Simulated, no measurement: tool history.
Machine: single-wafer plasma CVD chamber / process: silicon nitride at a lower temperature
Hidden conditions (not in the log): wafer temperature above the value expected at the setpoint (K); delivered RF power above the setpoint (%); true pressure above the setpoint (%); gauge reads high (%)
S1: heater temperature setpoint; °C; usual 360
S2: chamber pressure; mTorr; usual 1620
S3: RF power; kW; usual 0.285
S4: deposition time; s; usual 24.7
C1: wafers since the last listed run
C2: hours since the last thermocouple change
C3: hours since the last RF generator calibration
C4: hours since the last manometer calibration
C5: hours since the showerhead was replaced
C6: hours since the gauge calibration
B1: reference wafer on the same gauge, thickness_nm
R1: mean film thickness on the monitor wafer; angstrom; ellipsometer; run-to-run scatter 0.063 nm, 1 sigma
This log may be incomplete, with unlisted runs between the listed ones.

| run | hour | S1 | S2 | S3 | S4 | C1 | C2 | C3 | C4 | C5 | C6 | B1 | R1 |
|---|---|---|---|---|---|---|---|---|---|---|---|---|---|
| 1 | 0 | 360 | 1620 | 0.285 | 24.7 | 0 | 741.8 | 2502.2 | 2299.8 | 5033.4 | 346.9 | 23.609 | 264.33 |
| 2 | 27.1 | 366 | 1620 | 0.285 | 24.7 | 737 | 768.9 | 2529.3 | 2326.9 | 5060.5 | 374 | 23.597 | 263.73 |
|  | 71 | capacitance manometer re-zeroed and calibrated |
|  | 83.2 | RF generator calibrated |
| 3 | 83.7 | 360 | 1620 | 0.285 | 24.7 | 1104 | 825.5 | 0.5 | 12.7 | 5117.1 | 430.6 | 23.593 | 274.32 |
| 4 | 126.6 | 360 | 1620 | 0.285 | 24.7 | 1167 | 868.4 | 43.4 | 55.6 | 5160 | 473.5 | 23.603 | 274.27 |
|  | 147 | thermocouple changed; heater temperature recalibrated |
| 5 | 151.6 | 364 | 1510 | 0.26 | 24.7 | 462 | 4.6 | 68.4 | 80.6 | 5185 | 498.5 | 23.605 | 248.53 |
| 6 | 208.4 | 348 | 1620 | 0.285 | 24.7 | 1545 | 61.4 | 125.2 | 137.4 | 5241.8 | 555.3 | 23.597 | 274.48 |
| 7 | 262.5 | 360 | 1460 | 0.235 | 22.4 | 1471 | 115.5 | 179.3 | 191.5 | 5295.9 | 609.4 | 23.591 | 204.99 |
| 8 | 333.7 | 360 | 1620 | 0.26 | 20 | 1937 | 186.7 | 250.5 | 262.7 | 5367.1 | 680.6 | 23.612 | 204.98 |
| 9 | 377.5 | 360 | 1800 | 0.23 | 27.9 | 1191 | 230.5 | 294.3 | 306.5 | 5410.9 | 724.4 | 23.602 | 261.26 |
| 10 | 409.3 | 356 | 1400 | 0.325 | 20.6 | 865 | 262.3 | 326.1 | 338.3 | 5442.7 | 756.2 | 23.603 | 246.27 |
| 11 | 438.3 | 360 | 1750 | 0.285 | 29.2 | 789 | 291.3 | 355.1 | 367.3 | 5471.7 | 785.2 | 23.608 | 328.7 |
|  | 486.4 | capacitance manometer re-zeroed and calibrated, repeated, since the last time left the tool worse |
| 12 | 486.9 | 360 | 1620 | 0.285 | 24.7 | 1104 | 339.9 | 403.7 | 0.5 | 5520.3 | 833.8 | 23.605 | 267.45 |
| 13 | 540.6 | 360 | 1620 | 0.285 | 24.7 | 1461 | 393.6 | 457.4 | 54.2 | 5574 | 887.5 | 23.606 | 267.96 |
|  | 565.3 | showerhead replaced |
| 14 | 606.7 | 360 | 1970 | 0.265 | 27.1 | 1580 | 459.7 | 523.5 | 120.3 | 41.4 | 953.6 | 23.6 | 288.39 |
| 15 | 674.3 | 360 | 1290 | 0.285 | 24.7 | 1839 | 527.3 | 591.1 | 187.9 | 109 | 1021.2 | 23.599 | 254.22 |
| 16 | 716.9 | 356 | 1620 | 0.285 | 29.1 | 1159 | 569.9 | 633.7 | 230.5 | 151.6 | 1063.8 | 23.584 | 316.1 |
| 17 | 759.8 | 360 | 1620 | 0.285 | 24.7 | 1167 | 612.8 | 676.6 | 273.4 | 194.5 | 1106.7 | 23.603 | 267.96 |
| 18 | 821 | 360 | 1300 | 0.285 | 24.7 | 1665 | 674 | 737.8 | 334.6 | 255.7 | 1167.9 | 23.608 | 254.68 |
| 19 | 888.9 | 354 | 1760 | 0.325 | 28 | 1847 | 741.9 | 805.7 | 402.5 | 323.6 | 1235.8 | 23.59 | 344.87 |
| 20 | 930.5 | 360 | 1230 | 0.285 | 24.7 | 1131 | 783.5 | 847.3 | 444.1 | 365.2 | 1277.4 | 23.587 | 251.16 |
| 21 | 1076.1 | 360 | 1620 | 0.285 | 24.7 | 3961 | 929.1 | 992.9 | 589.7 | 510.8 | 1423 | 23.588 | 266.3 |
| 22 | 1108.1 | 360 | 1620 | 0.285 | 22.2 | 870 | 961.1 | 1024.9 | 621.7 | 542.8 | 1455 | 23.604 | 241.69 |
|  | 1152.5 | thermocouple changed; heater temperature recalibrated |
| 23 | 1169.8 | 364 | 1900 | 0.33 | 23.3 | 1461 | 17.3 | 1086.6 | 683.4 | 604.5 | 1516.7 | 23.589 | 294.14 |
| 24 | 1205.9 | 360 | 1490 | 0.27 | 22 | 982 | 53.4 | 1122.7 | 719.5 | 640.6 | 1552.8 | 23.605 | 224.13 |
| 25 | 1260.9 | 371 | 1620 | 0.285 | 28.3 | 1496 | 108.4 | 1177.7 | 774.5 | 695.6 | 1607.8 | 23.597 | 304.54 |
| 26 | 1288.3 | 360 | 1620 | 0.285 | 24.7 | 745 | 135.8 | 1205.1 | 801.9 | 723 | 1635.2 | 23.605 | 267.33 |
| 27 | 1358.7 | 364 | 1910 | 0.32 | 26.3 | 1915 | 206.2 | 1275.5 | 872.3 | 793.4 | 1705.6 | 23.599 | 323.41 |
| 28 | 1392.7 | 350 | 1340 | 0.235 | 20.5 | 925 | 240.2 | 1309.5 | 906.3 | 827.4 | 1739.6 | 23.587 | 180.64 |
| 29 | 1454.4 | 346 | 1620 | 0.285 | 24.7 | 1678 | 301.9 | 1371.2 | 968 | 889.1 | 1801.3 | 23.582 | 268.22 |

The tool's hidden state at each run:
wafer temperature above the value expected at the setpoint (K): 0 across all the runs
delivered RF power above the setpoint (%): 0 across all the runs
gauge reads high (%): 0 across all the runs
H1: true pressure above the setpoint (%)
| run | H1 |
|---|---|
| 1 | -4.69 |
| 2 | -4.78 |
| 3 | 9.17 |
| 4 | 9.17 |
| 5 | 9.17 |
| 6 | 9.16 |
| 7 | 9.15 |
| 8 | 9.12 |
| 9 | 9.1 |
| 10 | 9.09 |
| 11 | 9.07 |
| 12 | 0.0443 |
| 13 | 0.0421 |
| 14 | 0.0333 |
| 15 | 0.0175 |
| 16 | 0.00402 |
| 17 | -0.0124 |
| 18 | -0.0406 |
| 19 | -0.0785 |
| 20 | -0.105 |
| 21 | -0.219 |
| 22 | -0.249 |
| 23 | -0.31 |
| 24 | -0.348 |
| 25 | -0.41 |
| 26 | -0.443 |
| 27 | -0.533 |
| 28 | -0.578 |
| 29 | -0.666 |
